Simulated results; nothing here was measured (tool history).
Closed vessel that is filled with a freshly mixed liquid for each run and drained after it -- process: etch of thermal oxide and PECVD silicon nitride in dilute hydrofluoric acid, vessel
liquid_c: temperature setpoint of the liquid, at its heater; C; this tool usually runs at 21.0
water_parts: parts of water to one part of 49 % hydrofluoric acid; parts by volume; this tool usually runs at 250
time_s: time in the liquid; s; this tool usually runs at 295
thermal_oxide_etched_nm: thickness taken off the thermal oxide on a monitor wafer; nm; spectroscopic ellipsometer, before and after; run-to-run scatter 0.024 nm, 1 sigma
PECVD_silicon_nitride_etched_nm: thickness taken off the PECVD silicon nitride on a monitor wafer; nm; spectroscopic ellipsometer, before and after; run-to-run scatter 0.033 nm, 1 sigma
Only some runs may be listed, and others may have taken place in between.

run     day  liquid_c  water_parts  time_s  read-back film thickness of the thermal oxide reference wafer, read on the same gauge (nm)  read-back film thickness of the PECVD silicon nitride reference wafer, read on the same gauge (nm)  thermal_oxide_etched_nm  PECVD_silicon_nitride_etched_nm
  1   0.000      21.0          250     260                                                                                     119.946                                                                                              30.006                    3.777                            4.547
  2   3.929      21.0          290     295                                                                                     120.045                                                                                              29.989                    3.504                            4.467
  3   8.375      21.0          290     295                                                                                     119.981                                                                                              29.996                    3.521                            4.478
      8.558  -- gauge calibrated
  4  10.121      21.0          250     295                                                                                     119.973                                                                                              30.003                    4.287                            5.211
  5  12.362      21.0          250     295                                                                                     119.982                                                                                              29.981                    4.264                            5.244
  6  16.038      21.0          335     420                                                                                     119.929                                                                                              30.009                    4.252                            5.538
  7  18.483      21.0          195     150                                                                                     119.990                                                                                              29.970                    2.958                            3.404
  8  21.550      19.5          280     410                                                                                     120.021                                                                                              30.015                    4.909                            5.958
  9  23.946      21.0          250     230                                                                                     119.992                                                                                              29.972                    3.364                            4.136
 10  28.350      19.5          280     410                                                                                     120.065                                                                                              30.008                    4.933                            5.990
 11  31.200      24.0          340     230                                                                                     119.999                                                                                              30.004                    2.560                            3.650
     33.838  -- hydrofluoric acid flow meter replaced
 12  35.646      21.0          250     295                                                                                     120.024                                                                                              30.033                    4.142                            5.111
     43.883  -- thermometer replaced
 13  46.767      21.0          150     380                                                                                     120.019                                                                                              29.996                    9.913                           10.690
 14  59.867      21.0          250     295                                                                                     120.020                                                                                              29.991                    4.206                            5.112
 15  63.492      21.0          185     365                                                                                     120.063                                                                                              30.005                    7.509                            8.540
 16  67.317      21.0          250     295                                                                                     120.001                                                                                              30.012                    4.220                            5.170
 17  71.467      25.5          250     465                                                                                     119.964                                                                                              29.967                    7.836                           10.724
 18  74.671      19.0          250     450                                                                                     120.040                                                                                              29.991                    6.054                            6.993
 19  77.879      21.0          250     295                                                                                     120.022                                                                                              30.015                    4.236                            5.225
 20  80.971      21.0          295     295                                                                                     120.007                                                                                              30.005                    3.473                            4.400
 21  83.621      19.0          250     345                                                                                     119.973                                                                                              29.984                    4.665                            5.396
 22  85.700      21.0          250     120                                                                                     119.984                                                                                              29.976                    1.744                            2.094
 23  88.979      18.0          325     410                                                                                     120.010                                                                                              29.979                    3.815                            4.628
 24  92.146      17.0          135     155                                                                                     120.014                                                                                              30.008                    3.981                            3.791
 25  95.925      21.0          250     295                                                                                     120.003                                                                                              29.990                    4.302                            5.290
 26  98.717      22.5          250     295                                                                                     119.929                                                                                              29.993                    4.618                            5.816

3 options for the next run, each taken on its own from the tool as it stands now. Forecast them:
  A  98.746      21.0          250     295                                                                                           ?                                                                                                   ?                        ?                                ?
  B  98.746      24.5          210     340                                                                                           ?                                                                                                   ?                        ?                                ?
  C  98.746      24.0          250     180                                                                                           ?                                                                                                   ?                        ?                                ?

run  read-back film thickness of the thermal oxide reference wafer, read on the same gauge (nm)  read-back film thickness of the PECVD silicon nitride reference wafer, read on the same gauge (nm)  thermal_oxide_etched_nm  PECVD_silicon_nitride_etched_nm
  A                                                                                     120.008                                                                                              29.997                    4.284                            5.252
  B                                                                                     120.008                                                                                              29.997                    6.959                            8.973
  C                                                                                     120.008                                                                                              29.997                    2.918                            3.873
Had the tool no hidden state, the same runs would have come out as:
run  thermal_oxide_etched_nm  PECVD_silicon_nitride_etched_nm
  A                    4.088                            5.061
  B                    6.644                            8.642
  C                    2.783                            3.730
